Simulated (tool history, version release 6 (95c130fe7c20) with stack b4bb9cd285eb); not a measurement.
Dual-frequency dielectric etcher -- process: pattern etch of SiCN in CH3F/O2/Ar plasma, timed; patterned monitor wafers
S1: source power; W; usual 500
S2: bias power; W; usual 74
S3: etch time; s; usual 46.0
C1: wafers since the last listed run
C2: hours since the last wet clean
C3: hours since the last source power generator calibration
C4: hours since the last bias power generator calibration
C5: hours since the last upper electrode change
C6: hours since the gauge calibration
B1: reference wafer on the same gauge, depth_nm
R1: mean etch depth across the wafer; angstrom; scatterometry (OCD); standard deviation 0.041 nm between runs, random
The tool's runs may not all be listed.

run	hour	S1	S2	S3	C1	C2	C3	C4	C5	C6	B1	R1
1	0.0	500	74	46.0	0	155.4	2720.0	1786.5	3994.8	257.6	15.60	187.3
2	15.9	500	74	46.0	165	171.3	2735.9	1802.4	4010.7	273.5	15.60	186.9
3	33.9	500	74	46.0	187	189.3	2753.9	1820.4	4028.7	291.5	15.59	187.3
4	58.2	500	74	46.0	253	213.6	2778.2	1844.7	4053.0	315.8	15.60	188.2
5	93.3	500	74	46.0	365	248.7	2813.3	1879.8	4088.1	350.9	15.59	188.0
6	116.8	500	74	46.0	244	272.2	2836.8	1903.3	4111.6	374.4	15.59	187.6
7	148.8	500	74	38.0	333	304.2	2868.8	1935.3	4143.6	406.4	15.60	155.0
8	179.2	540	86	46.0	316	334.6	2899.2	1965.7	4174.0	436.8	15.60	204.0
9	202.9	500	74	46.0	246	358.3	2922.9	1989.4	4197.7	460.5	15.60	189.1
10	222.1	500	74	46.0	200	377.5	2942.1	2008.6	4216.9	479.7	15.60	188.4
# hour 258.6: wet clean of the chamber
# hour 263.5: upper electrode replaced
11	264.0	440	74	54.0	134	5.4	2984.0	2050.5	0.5	521.6	15.61	208.3
# hour 283.0: gauge calibrated
# hour 327.2: source power generator calibrated
12	331.3	390	66	59.5	659	72.7	4.1	2117.8	67.8	48.3	15.59	211.8
13	344.3	460	67	40.5	135	85.7	17.1	2130.8	80.8	61.3	15.60	154.5
14	365.9	460	92	53.0	225	107.3	38.7	2152.4	102.4	82.9	15.59	224.1
# hour 384.5: bias power generator calibrated
15	389.4	610	74	56.0	203	130.8	62.2	4.9	125.9	106.4	15.60	246.2
16	407.1	500	74	46.0	184	148.5	79.9	22.6	143.6	124.1	15.59	187.8
17	424.1	580	60	56.0	177	165.5	96.9	39.6	160.6	141.1	15.60	226.4
18	457.7	390	66	59.5	350	199.1	130.5	73.2	194.2	174.7	15.60	213.0
19	476.3	560	87	58.5	193	217.7	149.1	91.8	212.8	193.3	15.60	263.9
20	495.6	500	74	53.0	201	237.0	168.4	111.1	232.1	212.6	15.60	217.4

Each row is a separate what-if for the run after 20, all from the same tool condition, not one after another. Results?
A	496.0	500	74	46.0	4	237.4	168.8	111.5	232.5	213.0	?	?
B	496.0	500	74	35.5	4	237.4	168.8	111.5	232.5	213.0	?	?
C	496.0	400	58	35.0	4	237.4	168.8	111.5	232.5	213.0	?	?
D	496.0	580	83	35.5	4	237.4	168.8	111.5	232.5	213.0	?	?

run	B1	R1
A	15.60	188.2
B	15.60	145.2
C	15.60	121.4
D	15.60	159.7
Had the tool no hidden state, the same runs would have come out as:
run	R1
A	186.5
B	143.9
C	120.4
D	158.3
